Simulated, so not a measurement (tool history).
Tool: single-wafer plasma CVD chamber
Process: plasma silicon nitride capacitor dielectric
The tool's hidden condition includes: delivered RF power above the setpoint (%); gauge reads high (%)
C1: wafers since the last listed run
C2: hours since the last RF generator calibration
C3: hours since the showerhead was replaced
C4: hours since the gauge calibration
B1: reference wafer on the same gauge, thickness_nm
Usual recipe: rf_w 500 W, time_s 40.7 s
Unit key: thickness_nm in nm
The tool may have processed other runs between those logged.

run 1 day=0.000 | rf_w=500 time_s=43.0 | C1=0 C2=1997.7 C3=3915.4 C4=318.6 | B1=64.870 | thickness_nm=65.929
run 2 day=1.454 | rf_w=475 time_s=45.6 | C1=404 C2=2032.6 C3=3950.3 C4=353.5 | B1=64.900 | thickness_nm=69.384
run 3 day=2.783 | rf_w=475 time_s=45.6 | C1=369 C2=2064.5 C3=3982.2 C4=385.4 | B1=64.884 | thickness_nm=69.066
run 4 day=5.758 | rf_w=500 time_s=40.7 | C1=827 C2=2135.9 C3=4053.6 C4=456.8 | B1=64.919 | thickness_nm=62.378
run 5 day=8.196 | rf_w=500 time_s=40.7 | C1=678 C2=2194.4 C3=4112.1 C4=515.3 | B1=64.901 | thickness_nm=62.512
run 6 day=10.629 | rf_w=500 time_s=40.7 | C1=677 C2=2252.8 C3=4170.5 C4=573.7 | B1=64.865 | thickness_nm=62.545
run 7 day=13.121 | rf_w=500 time_s=40.7 | C1=693 C2=2312.6 C3=4230.3 C4=633.5 | B1=64.869 | thickness_nm=62.231
run 8 day=16.033 | rf_w=500 time_s=34.2 | C1=810 C2=2382.5 C3=4300.2 C4=703.4 | B1=64.907 | thickness_nm=52.654
run 9 day=18.421 | rf_w=500 time_s=34.2 | C1=664 C2=2439.8 C3=4357.5 C4=760.7 | B1=64.920 | thickness_nm=52.183
run 10 day=20.012 | rf_w=500 time_s=34.2 | C1=442 C2=2478.0 C3=4395.7 C4=798.9 | B1=64.892 | thickness_nm=52.516
run 11 day=22.971 | rf_w=500 time_s=40.7 | C1=823 C2=2549.0 C3=4466.7 C4=869.9 | B1=64.943 | thickness_nm=61.793
-- day=23.871 showerhead replaced
run 12 day=24.650 | rf_w=415 time_s=33.4 | C1=374 C2=2589.3 C3=18.7 C4=910.2 | B1=64.891 | thickness_nm=48.030
-- day=25.046 RF generator calibrated
run 13 day=26.296 | rf_w=540 time_s=40.7 | C1=365 C2=30.0 C3=58.2 C4=949.7 | B1=64.880 | thickness_nm=65.743
run 14 day=28.629 | rf_w=545 time_s=43.6 | C1=649 C2=86.0 C3=114.2 C4=1005.7 | B1=64.873 | thickness_nm=71.034
-- day=30.083 gauge calibrated
run 15 day=30.825 | rf_w=500 time_s=40.7 | C1=610 C2=138.7 C3=166.9 C4=17.8 | B1=64.946 | thickness_nm=63.710
run 16 day=33.779 | rf_w=415 time_s=47.0 | C1=821 C2=209.6 C3=237.8 C4=88.7 | B1=64.909 | thickness_nm=69.440
run 17 day=35.225 | rf_w=500 time_s=40.7 | C1=402 C2=244.3 C3=272.5 C4=123.4 | B1=64.885 | thickness_nm=64.326
run 18 day=44.212 | rf_w=425 time_s=40.7 | C1=2500 C2=460.0 C3=488.2 C4=339.1 | B1=64.950 | thickness_nm=60.308
run 19 day=47.158 | rf_w=580 time_s=35.6 | C1=819 C2=530.7 C3=558.9 C4=409.8 | B1=64.887 | thickness_nm=58.459
run 20 day=48.317 | rf_w=575 time_s=37.6 | C1=322 C2=558.5 C3=586.7 C4=437.6 | B1=64.902 | thickness_nm=61.672
run 21 day=51.288 | rf_w=500 time_s=40.7 | C1=826 C2=629.8 C3=658.0 C4=508.9 | B1=64.893 | thickness_nm=63.977
run 22 day=52.517 | rf_w=555 time_s=43.7 | C1=342 C2=659.3 C3=687.5 C4=538.4 | B1=64.943 | thickness_nm=70.886

Each row is a separate what-if for the run after 22, all from the same tool condition, not one after another. Results?
run A day=52.533 | rf_w=500 time_s=40.7 | C1=4 C2=659.7 C3=687.9 C4=538.8 | B1=? | thickness_nm=?
run B day=52.533 | rf_w=565 time_s=43.6 | C1=4 C2=659.7 C3=687.9 C4=538.8 | B1=? | thickness_nm=?
run C day=52.533 | rf_w=450 time_s=43.2 | C1=4 C2=659.7 C3=687.9 C4=538.8 | B1=? | thickness_nm=?
run D day=52.533 | rf_w=465 time_s=40.7 | C1=4 C2=659.7 C3=687.9 C4=538.8 | B1=? | thickness_nm=?
run E day=52.533 | rf_w=595 time_s=40.7 | C1=4 C2=659.7 C3=687.9 C4=538.8 | B1=? | thickness_nm=?

run=A B1=64.893 thickness_nm=63.646
run=B B1=64.893 thickness_nm=71.016
run=C B1=64.893 thickness_nm=65.193
run=D B1=64.893 thickness_nm=62.108
run=E B1=64.893 thickness_nm=67.435
Take away the tool's hidden state, keep each run's random variation, and the runs would have read:
run=A thickness_nm=64.238
run=B thickness_nm=71.677
run=C thickness_nm=65.800
run=D thickness_nm=62.686
run=E thickness_nm=68.062

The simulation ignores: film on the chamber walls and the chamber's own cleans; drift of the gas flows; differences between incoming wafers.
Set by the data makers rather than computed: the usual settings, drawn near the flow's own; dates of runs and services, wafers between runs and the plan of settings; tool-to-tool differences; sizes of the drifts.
